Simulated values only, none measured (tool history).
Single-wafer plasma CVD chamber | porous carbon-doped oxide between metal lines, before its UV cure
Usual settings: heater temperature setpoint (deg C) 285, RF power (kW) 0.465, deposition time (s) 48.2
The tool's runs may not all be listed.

run   hour  heater temperature setpoint (deg C)  RF power (kW)  deposition time (s)  read-back reference wafer on the same gauge, thickness_nm  mean film thickness on the monitor wafer (Å)
  1      0                                  285          0.465                 48.2                                                    274.286                                       2377.24
  2   11.7                                  285          0.465                 48.2                                                    273.975                                       2372.45
  3     26                                  285          0.465                 48.2                                                    274.013                                       2418.06
  4   41.1                                  285          0.465                 48.2                                                    273.949                                       2378.95
  5   50.5                                  285          0.465                 48.2                                                    273.861                                       2379.26
  6   64.5                                  285          0.465                 48.2                                                    274.488                                       2385.82
  7   70.6                                  285          0.465                 48.2                                                    274.222                                       2393.26
  8   84.4                                  285          0.465                 48.2                                                    274.061                                       2382.43
     109.4  -- thermocouple changed; heater temperature recalibrated
     116.1  -- showerhead replaced, of another model than before
     133.9  -- RF generator calibrated
  9  134.4                                  285          0.465                 48.2                                                    274.434                                       2511.94
 10  143.7                                  285          0.465                 48.2                                                    274.135                                       2541.17
 11  165.9                                  285          0.465                 48.2                                                    274.289                                       2519.67
       171  -- gauge calibrated
 12  181.7                                  285          0.465                 48.2                                                    274.124                                       2504.55
 13  196.7                                  274          0.465                 57.7                                                    274.515                                       3190.22
 14  209.5                                  285          0.465                 48.2                                                    274.457                                       2505.74
 15  217.7                                  285          0.465                 42.8                                                    274.259                                       2231.33

Run 16 comes next. What will it give?
 16   232                                  300          0.465                 48.2                                                          ?                                             ?

{"run 16": {"read-back reference wafer on the same gauge, thickness_nm": 274.095, "mean film thickness on the monitor wafer (Å)": 2336.15}}
Without the tool's hidden state the same run would have given mean film thickness on the monitor wafer (Å) 2350.9.
